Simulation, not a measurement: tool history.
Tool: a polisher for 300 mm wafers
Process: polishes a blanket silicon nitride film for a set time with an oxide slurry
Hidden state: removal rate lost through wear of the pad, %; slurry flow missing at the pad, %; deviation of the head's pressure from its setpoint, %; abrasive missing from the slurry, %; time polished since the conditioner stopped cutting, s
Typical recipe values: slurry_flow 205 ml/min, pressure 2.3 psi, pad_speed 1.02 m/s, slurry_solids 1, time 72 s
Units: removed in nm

run	hour	slurry_flow	pressure	pad_speed	slurry_solids	time	wafers since the last listed run	wafers polished on this pad	hours since the slurry nozzle was cleaned	hours since the head pressure was calibrated	hours since the slurry blender was calibrated	hours since the conditioning disc was replaced	incoming thickness of the incoming film, nm	removed
1	0	205	2.3	1.02	1	72	0	496	587.2	610.9	113.6	208	538.7	25.6
# hour 7.9: slurry blender recalibrated
2	14.4	205	2.3	1.02	1	72	77	574	601.6	625.3	6.5	222.4	529.2	25.5
# hour 21.2: worn pad replaced by a new one, of another model than before
3	27.2	205	2.3	1.02	1	82	55	37	614.4	638.1	19.3	235.2	540.5	28.9
4	36.6	205	2.3	1.02	1	82	59	96	623.8	647.5	28.7	244.6	524.1	29
5	45	205	2.3	1.02	1	82	52	149	632.2	655.9	37.1	253	532.5	28.9
6	60.8	205	2.3	1.02	1	86	99	248	648	671.7	52.9	268.8	532.5	29.8
7	70.1	205	3	1.02	1	72	58	307	657.3	681	62.2	278.1	521.5	31.7
8	78	205	2.3	1.34	1	93	49	356	665.2	688.9	70.1	286	530	36.3
9	90.4	205	2.3	1.02	1	72	77	434	677.6	701.3	82.5	298.4	531.4	25.1
# hour 95.3: slurry nozzle cleaned
10	102.8	270	2	1.02	1	89	71	506	7.5	713.7	94.9	310.8	527.8	28.9
# hour 112.7: head pressure recalibrated
# hour 112.9: slurry blender recalibrated
11	113.4	205	2.3	1.02	1	72	52	558	18.1	0.7	0.5	321.4	532.2	25
# hour 146.3: worn pad replaced by a new one
12	158.9	170	2.3	1.02	1	52	260	79	63.6	46.2	46	366.9	527.3	18
13	168.3	205	2.9	1.02	1	84	59	138	73	55.6	55.4	376.3	525.4	35.2
14	176.4	205	3	0.82	1.3	52	50	188	81.1	63.7	63.5	384.4	526.8	23
15	186.2	205	1.6	1.02	1	72	61	250	90.9	73.5	73.3	394.2	532.3	19.8
16	199.8	205	2.3	1.02	1	72	85	335	104.5	87.1	86.9	407.8	534.6	25.2
17	212.1	170	1.9	1.02	1.15	60	77	413	116.8	99.4	99.2	420.1	527.4	19.1
# hour 229.4: slurry blender recalibrated
# hour 234.1: conditioning disc replaced and pad reconditioned
18	261.9	205	2.1	0.92	0.7	82	287	700	166.6	149.2	32.5	27.8	534	22.4
# hour 269.7: worn pad replaced by a new one
19	273.6	265	2.3	1.02	1.3	72	48	24	178.3	160.9	44.2	39.5	541.2	31.5
20	281.8	205	2.3	1.02	1	72	51	75	186.5	169.1	52.4	47.7	534.4	26.3
21	293.1	205	2.3	1.02	1	72	70	146	197.8	180.4	63.7	59	529.4	26.8
22	305.1	205	2.3	1.02	1	72	75	222	209.8	192.4	75.7	71	528	26
23	321.7	205	2.3	1.22	1	72	104	326	226.4	209	92.3	87.6	524.1	27.7
# hour 332.5: slurry blender recalibrated
24	338.8	205	2.3	1.02	1	72	94	421	243.5	226.1	6.3	104.7	531.9	25.9
25	351	205	1.7	1.24	1	93	76	497	255.7	238.3	18.5	116.9	536.1	28.9
26	361.1	205	2.3	1.02	1	72	63	561	265.8	248.4	28.6	127	532.3	25.7

Below are 4 alternative next runs, each starting from the tool's condition after run 26. Predict each:
A	361.5	270	2.3	1.02	1	72	2	563	266.2	248.8	29	127.4	536.7	?
B	361.5	185	2.6	1.26	1	80	2	563	266.2	248.8	29	127.4	536.7	?
C	361.5	230	2.3	1.24	1	88	2	563	266.2	248.8	29	127.4	536.7	?
D	361.5	205	2.3	1.02	1.15	72	2	563	266.2	248.8	29	127.4	536.7	?

run	removed
A	26.5
B	32.9
C	33.8
D	27.6
With no hidden state in the tool, these same runs would have given:
run	removed
A	28.8
B	36.3
C	37
D	30

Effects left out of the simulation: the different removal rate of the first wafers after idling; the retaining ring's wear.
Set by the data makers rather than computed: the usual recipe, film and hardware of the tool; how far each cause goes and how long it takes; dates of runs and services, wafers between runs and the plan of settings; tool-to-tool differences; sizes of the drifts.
